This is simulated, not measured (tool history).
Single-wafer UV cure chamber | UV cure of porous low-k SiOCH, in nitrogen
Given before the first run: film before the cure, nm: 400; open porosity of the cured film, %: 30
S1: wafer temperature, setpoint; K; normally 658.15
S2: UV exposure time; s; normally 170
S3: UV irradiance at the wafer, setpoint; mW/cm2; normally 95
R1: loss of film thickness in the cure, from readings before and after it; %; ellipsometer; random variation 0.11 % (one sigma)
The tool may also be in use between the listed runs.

Run 1, hour 0: usual settings. Result: R1 10.214 %.
Run 2, hour 319.1: usual settings. Result: R1 10.169 %.
Run 3, hour 365.8: usual settings. Result: R1 10.102 %.
Run 4, hour 414.1: usual settings but S1 649.15 K. Result: R1 9.745 %.
At hour 480.6: quartz window cleaned.
Run 5, hour 502.5: usual settings but S1 649.15 K. Result: R1 10.586 %.
Run 6, hour 588.9: usual settings but S1 649.15 K. Result: R1 10.375 %.
At hour 695.2: UV bulbs replaced.
Run 7, hour 778.2: usual settings. Result: R1 10.27 %.
Run 8, hour 873.7: usual settings. Result: R1 10.222 %.
Run 9, hour 913.9: usual settings but S1 646.15 K. Result: R1 10.038 %.
Run 10, hour 961: usual settings but S1 646.15 K. Result: R1 9.823 %.
Run 11, hour 1021.2: usual settings but S1 646.15 K. Result: R1 10.091 %.
Run 12, hour 1127.9: usual settings but S2 210 s. Result: R1 11.085 %.
Run 13, hour 1191: usual settings but S2 210 s. Result: R1 11.079 %.
Run 14, hour 1268.4: usual settings but S2 210 s. Result: R1 11.091 %.
At hour 1354: quartz window cleaned.
Run 15, hour 1368.1: usual settings. Result: R1 10.456 %.
Run 16, hour 1406.5: usual settings but S3 64 mW/cm2. Result: R1 9.001 %.
Run 17, hour 1464.6: usual settings but S3 64 mW/cm2. Result: R1 8.819 %.
Run 18, hour 1560.2: usual settings but S3 64 mW/cm2. Result: R1 8.479 %.
Run 19, hour 1615.2: usual settings. Result: R1 10.273 %.
Run 20, hour 1658.2: usual settings. Result: R1 10.308 %.
Run 21, hour 1742.4: usual settings. Result: R1 10.261 %.
Run 22, hour 1834.4: usual settings. Result: R1 10.039 %.
Run 23, hour 1895.3: usual settings. Result: R1 10.217 %.
Run 24, hour 1960.7: usual settings but S3 132 mW/cm2. Result: R1 11.599 %.
Run 25, hour 2013.5: usual settings. Result: R1 10.254 %.
Run 26, hour 2057.7: usual settings but S1 678.15 K, S2 80 s, S3 81 mW/cm2. Result: R1 6.485 %.
Run 27, hour 2118.7: usual settings but S1 641.15 K, S2 265 s, S3 70 mW/cm2. Result: R1 10.406 %.
At hour 2131.7: quartz window cleaned.
Run 28, hour 2366.7: usual settings but S2 205 s. Result: R1 11.448 %.
Run 29, hour 2412.2: usual settings but S1 642.15 K, S2 110 s, S3 119 mW/cm2. Result: R1 9.19 %.
Run 30, hour 2514.9: usual settings but S2 250 s. Result: R1 12.146 %.
Run 31, hour 2555.4: usual settings but S1 664.15 K, S2 125 s. Result: R1 8.827 %.
Run 32, hour 2622: usual settings. Result: R1 10.3 %.
Run 33, hour 2659.5: usual settings but S3 63 mW/cm2. Result: R1 8.322 %.
At hour 2714.9: UV bulbs replaced.
Run 34, hour 2736.8: usual settings but S1 649.15 K, S2 195 s, S3 66 mW/cm2. Result: R1 8.936 %.
Run 35, hour 2991.8: usual settings but S1 671.15 K, S2 125 s. Result: R1 8.929 %.
At hour 3011.9: quartz window cleaned.
Run 36, hour 3142.5: usual settings but S1 648.15 K, S2 260 s, S3 70 mW/cm2. Result: R1 10.912 %.
Run 37, hour 3409.3: usual settings. Result: R1 9.987 %.
Run 38, hour 3489.1: usual settings. Result: R1 10.185 %.
Run 39, hour 3594.6: usual settings. Result: R1 10.035 %.
Run 40, hour 3661.1: usual settings. Result: R1 9.923 %.
Run 41, hour 3895.7: usual settings. Result: R1 10.017 %.
At hour 3933.6: quartz window cleaned.
Run 42, hour 3965.3: usual settings but S3 75 mW/cm2. Result: R1 9.434 %.
Run 43, hour 4049.1: usual settings but S1 663.15 K, S2 95 s, S3 81 mW/cm2. Result: R1 7.266 %.
Run 44, hour 4154.9: usual settings. Result: R1 10.39 %.
Run 45, hour 4224.3: usual settings but S1 669.15 K, S3 81 mW/cm2. Result: R1 9.754 %.
Run 46, hour 4267.5: usual settings but S1 645.15 K, S2 115 s, S3 69 mW/cm2. Result: R1 6.926 %.
Run 47, hour 4306.9: usual settings. Result: R1 10.359 %.

Below, some changes in R1 between adjacent runs. For each, the amount present without the hidden state too (settings, incoming material, random variation) and the amount remaining for the hidden state with gauge scatter not shared by both compared results:
Hidden conditions of the tool in this case: lamp output below its setpoint, %; transmission lost against a clean window, %.
Run 4 -> 5: quartz window cleaned. R1 +0.841 %: hidden state +0.448, all else +0.393.
Run 14 -> 15: S2 210 -> 170, quartz window cleaned. R1 -0.635 %: hidden state +0.527, all else -1.162.
Run 25 -> 26: S1 658.15 -> 678.15, S2 170 -> 80, S3 95 -> 81. R1 -3.769 %: hidden state +0.05, all else -3.819.
Run 26 -> 27: S1 678.15 -> 641.15, S2 80 -> 265, S3 81 -> 70. R1 +3.921 %: hidden state -0.065, all else +3.986.
Run 41 -> 42: S3 95 -> 75, quartz window cleaned. R1 -0.583 %: hidden state +0.581, all else -1.164.
Run 46 -> 47: S1 645.15 -> 658.15, S2 115 -> 170, S3 69 -> 95. R1 +3.433 %: hidden state -0.058, all else +3.491.
